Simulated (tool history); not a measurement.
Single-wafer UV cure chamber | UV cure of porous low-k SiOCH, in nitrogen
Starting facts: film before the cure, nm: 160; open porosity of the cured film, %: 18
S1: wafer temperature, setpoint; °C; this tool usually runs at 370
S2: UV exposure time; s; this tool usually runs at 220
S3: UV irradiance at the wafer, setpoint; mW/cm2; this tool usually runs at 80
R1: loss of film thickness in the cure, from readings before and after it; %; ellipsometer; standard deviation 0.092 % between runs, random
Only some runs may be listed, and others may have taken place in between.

run   hour   S1   S2  S3      R1
  1    0.0  370  180  80   9.603
  2   44.5  370  180  80   9.549
  3   79.3  370  220  80  10.274
  4  117.5  370  220  80  10.361
  5  167.5  370  220  80  10.274
  6  209.5  370  220  80  10.228
  7  258.2  370  220  80   9.898
     294.1  -- quartz window cleaned
  8  305.9  370  305  80  12.201
  9  370.9  370  305  80  11.972
 10  417.2  364  220  80  10.076
 11  485.3  364  220  80   9.858
 12  523.8  356  220  80   9.772
 13  587.6  370  220  80   9.914
     656.7  -- quartz window cleaned
     713.0  -- UV bulbs replaced
 14  713.5  370  220  80  10.427
 15  780.7  385  220  55   8.967

For run 16, what comes out?
 16  808.0  370  220  107   ?

Logged for run 16: R1 11.316 %.
Without the tool's hidden state the same run would have given R1 11.682 %.

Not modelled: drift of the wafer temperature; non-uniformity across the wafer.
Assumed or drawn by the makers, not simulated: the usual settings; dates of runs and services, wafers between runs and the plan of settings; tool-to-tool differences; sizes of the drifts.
